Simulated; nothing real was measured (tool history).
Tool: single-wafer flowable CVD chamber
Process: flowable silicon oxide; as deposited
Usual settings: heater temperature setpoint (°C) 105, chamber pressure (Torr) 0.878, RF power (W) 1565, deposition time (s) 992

run     day  heater temperature setpoint (°C)  chamber pressure (Torr)  RF power (W)  deposition time (s)  wafers since the last listed run  hours since the last thermocouple change  hours since the last RF generator calibration  hours since the last manometer calibration  hours since the showerhead was replaced  hours since the gauge calibration  read-back reference wafer on the same gauge, thickness_nm  mean film thickness on the monitor wafer (Å)
  1   0.000                                96                    0.878          1565                  992                                 0                                    1300.6                                         1578.3                                       807.9                                   4374.7                                3.1                                                    419.007                                       6569.88
  2   0.562                                96                    0.878          1565                  992                                20                                    1314.1                                         1591.8                                       821.4                                   4388.2                               16.6                                                    418.659                                       6489.77
  3   1.808                                96                    0.878          1565                  992                                46                                    1344.0                                         1621.7                                       851.3                                   4418.1                               46.5                                                    418.777                                       6507.62
  4   3.158                               113                    1.012          1565                  992                                50                                    1376.4                                         1654.1                                       883.7                                   4450.5                               78.9                                                    419.381                                       3977.42
  5   4.162                               113                    1.012          1565                  992                                37                                    1400.5                                         1678.2                                       907.8                                   4474.6                              103.0                                                    418.700                                       4007.46
  6   4.683                               113                    1.012          1565                  992                                19                                    1413.0                                         1690.7                                       920.3                                   4487.1                              115.5                                                    419.500                                       3941.93
  7   5.267                               105                    0.878          1565                  992                                21                                    1427.0                                         1704.7                                       934.3                                   4501.1                              129.5                                                    418.276                                       4597.10
  8   5.879                               105                    0.878          1565                  992                                22                                    1441.7                                         1719.4                                       949.0                                   4515.8                              144.2                                                    418.178                                       4575.79
  9   7.171                               105                    0.878          1565                  992                                47                                    1472.7                                         1750.4                                       980.0                                   4546.8                              175.2                                                    418.929                                       4567.37
 10   7.804                               105                    0.878          1565                  992                                23                                    1487.9                                         1765.6                                       995.2                                   4562.0                              190.4                                                    419.246                                       4592.91
 11   8.812                               105                    0.878          1565                  992                                37                                    1512.1                                         1789.8                                      1019.4                                   4586.2                              214.6                                                    419.674                                       4571.93
 12  10.025                               105                    0.878          1565                  992                                44                                    1541.2                                         1818.9                                      1048.5                                   4615.3                              243.7                                                    419.477                                       4533.18
 13  11.038                               105                    0.809          1565                  796                                37                                    1565.5                                         1843.2                                      1072.8                                   4639.6                              268.0                                                    418.970                                       3346.53
 14  12.117                               105                    0.660          1565                  815                                39                                    1591.4                                         1869.1                                      1098.7                                   4665.5                              293.9                                                    418.189                                       2763.89
     13.179  -- showerhead replaced
 15  13.425                               117                    0.751          1565                  992                                36                                    1622.8                                         1900.5                                      1130.1                                      5.9                              325.3                                                    418.438                                       2452.57
 16  14.654                               105                    0.878          1565                  992                                45                                    1652.3                                         1930.0                                      1159.6                                     35.4                              354.8                                                    418.542                                       4480.49
     17.188  -- capacitance manometer re-zeroed and calibrated
     17.883  -- thermocouple changed; heater temperature recalibrated
 17  17.904                               105                    0.878          1565                 1172                                95                                       0.5                                         2008.0                                        17.2                                    113.4                              432.8                                                    419.036                                       5773.89
     18.012  -- gauge calibrated
     18.358  -- RF generator calibrated
 18  18.900                               105                    0.878          1565                  887                                24                                      24.4                                           13.0                                        41.1                                    137.3                               21.3                                                    418.740                                       4404.23
 19  20.225                               105                    0.878          1565                  992                                49                                      56.2                                           44.8                                        72.9                                    169.1                               53.1                                                    418.877                                       4880.37
 20  21.350                               105                    0.878          1565                  992                                41                                      83.2                                           71.8                                        99.9                                    196.1                               80.1                                                    420.027                                       4913.67
 21  22.096                               105                    0.878          1325                  992                                27                                     101.1                                           89.7                                       117.8                                    214.0                               98.0                                                    419.206                                       4670.07
 22  22.933                               105                    0.878          1565                  824                                31                                     121.2                                          109.8                                       137.9                                    234.1                              118.1                                                    419.214                                       4062.09
 23  23.450                               105                    0.878          1565                  887                                19                                     133.6                                          122.2                                       150.3                                    246.5                              130.5                                                    419.600                                       4358.57
 24  23.954                               105                    0.878          1565                 1179                                18                                     145.7                                          134.3                                       162.4                                    258.6                              142.6                                                    419.030                                       5848.86

How the hidden state differs across the entries between the runs, from the last listed run before each to the first after it:
Between runs 14 and 15: showerhead replaced (day 13.179)
  true pressure above the setpoint (%): -7.62 -> -8.02
  measured less the result without the state, mean film thickness on the monitor wafer (Å): -247.06 -> -223.57
Between runs 16 and 17: capacitance manometer re-zeroed and calibrated (day 17.188); thermocouple changed; heater temperature recalibrated (day 17.883)
  true pressure above the setpoint (%): -8.4 -> 0.373
  measured less the result without the state, mean film thickness on the monitor wafer (Å): -416.37 -> +21.68
Between runs 17 and 18: gauge calibrated (day 18.012); RF generator calibrated (day 18.358)
  true pressure above the setpoint (%): 0.373 -> 0.365
  measured less the result without the state, mean film thickness on the monitor wafer (Å): +21.68 -> +16.20
